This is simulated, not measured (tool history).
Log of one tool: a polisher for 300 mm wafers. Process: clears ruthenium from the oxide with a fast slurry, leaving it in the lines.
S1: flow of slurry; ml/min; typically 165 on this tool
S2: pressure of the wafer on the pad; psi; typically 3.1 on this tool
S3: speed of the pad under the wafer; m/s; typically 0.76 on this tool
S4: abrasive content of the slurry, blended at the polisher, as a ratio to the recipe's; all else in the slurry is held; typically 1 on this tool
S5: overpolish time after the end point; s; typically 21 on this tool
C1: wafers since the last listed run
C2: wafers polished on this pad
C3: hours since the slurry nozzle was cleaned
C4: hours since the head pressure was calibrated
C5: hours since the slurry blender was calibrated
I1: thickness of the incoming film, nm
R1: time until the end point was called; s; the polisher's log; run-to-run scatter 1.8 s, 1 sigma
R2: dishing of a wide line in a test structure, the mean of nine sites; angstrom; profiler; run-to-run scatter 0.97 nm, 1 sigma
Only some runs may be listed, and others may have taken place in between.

run 1 hour=0 | S1=165 S2=3.1 S3=0.76 S4=1.1 S5=21 | C1=0 C2=750 C3=331.3 C4=1217.6 C5=32.8 | I1=307.9 | R1=130.2 R2=430
run 2 hour=9.1 | S1=165 S2=3.1 S3=0.76 S4=1.1 S5=21 | C1=87 C2=838 C3=340.4 C4=1226.7 C5=41.9 | I1=306.2 | R1=129.4 R2=424
-- hour=16.1 worn pad replaced by a new one
run 3 hour=21.9 | S1=165 S2=3.1 S3=0.76 S4=1 S5=21 | C1=84 C2=56 C3=353.2 C4=1239.5 C5=54.7 | I1=308.2 | R1=137.6 R2=407
run 4 hour=32.5 | S1=165 S2=3.1 S3=0.76 S4=1 S5=21 | C1=102 C2=158 C3=363.8 C4=1250.1 C5=65.3 | I1=312.5 | R1=143.7 R2=396
run 5 hour=51.4 | S1=135 S2=3.1 S3=0.76 S4=1 S5=21 | C1=182 C2=341 C3=382.7 C4=1269 C5=84.2 | I1=312 | R1=149.9 R2=394
run 6 hour=60.8 | S1=135 S2=3.1 S3=0.76 S4=1 S5=21 | C1=90 C2=431 C3=392.1 C4=1278.4 C5=93.6 | I1=314.9 | R1=151.7 R2=383
-- hour=75.3 head pressure recalibrated
-- hour=77.6 slurry blender recalibrated, repeated, since the last time left the tool worse
run 7 hour=78.1 | S1=135 S2=3.1 S3=0.76 S4=1 S5=21 | C1=128 C2=560 C3=409.4 C4=2.8 C5=0.5 | I1=309.6 | R1=117.2 R2=470
run 8 hour=93.1 | S1=135 S2=2.2 S3=0.58 S4=1.1 S5=21 | C1=144 C2=705 C3=424.4 C4=17.8 C5=15.5 | I1=308.2 | R1=179.7 R2=338
run 9 hour=101.2 | S1=165 S2=3.1 S3=0.76 S4=1 S5=21 | C1=78 C2=783 C3=432.5 C4=25.9 C5=23.6 | I1=312.5 | R1=118 R2=474
run 10 hour=114.6 | S1=165 S2=3.5 S3=0.88 S4=1 S5=21 | C1=129 C2=912 C3=445.9 C4=39.3 C5=37 | I1=315.9 | R1=96.4 R2=568
run 11 hour=122.5 | S1=165 S2=3.8 S3=0.76 S4=1 S5=11 | C1=76 C2=989 C3=453.8 C4=47.2 C5=44.9 | I1=311.6 | R1=100.6 R2=313
-- hour=134.2 worn pad replaced by a new one
run 12 hour=138.8 | S1=165 S2=3.1 S3=0.98 S4=1 S5=29 | C1=118 C2=44 C3=470.1 C4=63.5 C5=61.2 | I1=313 | R1=97.1 R2=725
run 13 hour=153.9 | S1=165 S2=2.4 S3=0.98 S4=1 S5=21 | C1=145 C2=189 C3=485.2 C4=78.6 C5=76.3 | I1=309.1 | R1=119.2 R2=478
-- hour=158 slurry nozzle cleaned
run 14 hour=170.7 | S1=165 S2=3.1 S3=0.76 S4=1 S5=21 | C1=152 C2=342 C3=12.7 C4=95.4 C5=93.1 | I1=310.9 | R1=119 R2=470
run 15 hour=187.4 | S1=165 S2=2.2 S3=0.54 S4=1.2 S5=21 | C1=161 C2=503 C3=29.4 C4=112.1 C5=109.8 | I1=309.6 | R1=175.7 R2=327
run 16 hour=198.1 | S1=110 S2=3.1 S3=0.64 S4=1.1 S5=21 | C1=103 C2=606 C3=40.1 C4=122.8 C5=120.5 | I1=315 | R1=141.6 R2=410
run 17 hour=205 | S1=165 S2=3.1 S3=0.76 S4=1 S5=21 | C1=66 C2=673 C3=47 C4=129.7 C5=127.4 | I1=304.3 | R1=118.7 R2=473
run 18 hour=221.6 | S1=165 S2=3.1 S3=0.76 S4=1 S5=21 | C1=160 C2=833 C3=63.6 C4=146.3 C5=144 | I1=308.6 | R1=122.8 R2=458
run 19 hour=236.3 | S1=165 S2=3.1 S3=0.76 S4=1.3 S5=21 | C1=141 C2=975 C3=78.3 C4=161 C5=158.7 | I1=313.6 | R1=104.4 R2=517
run 20 hour=253.8 | S1=165 S2=3.6 S3=0.96 S4=1 S5=21 | C1=168 C2=1144 C3=95.8 C4=178.5 C5=176.2 | I1=310.9 | R1=92.5 R2=585
-- hour=260.1 worn pad replaced by a new one
run 21 hour=265.5 | S1=165 S2=3.1 S3=0.76 S4=1 S5=21 | C1=74 C2=52 C3=107.5 C4=190.2 C5=187.9 | I1=314.9 | R1=123.6 R2=465

What does the tool deliver on the next run?
run 22 hour=274 | S1=165 S2=3.9 S3=0.76 S4=1 S5=17 | C1=82 C2=134 C3=116 C4=198.7 C5=196.4 | I1=309.9 | R1=? R2=?

R1: 103.1 s
R2: 448 angstrom
Minus the tool's unlogged condition, the same run would have read R1 95.4 s, R2 478 angstrom.

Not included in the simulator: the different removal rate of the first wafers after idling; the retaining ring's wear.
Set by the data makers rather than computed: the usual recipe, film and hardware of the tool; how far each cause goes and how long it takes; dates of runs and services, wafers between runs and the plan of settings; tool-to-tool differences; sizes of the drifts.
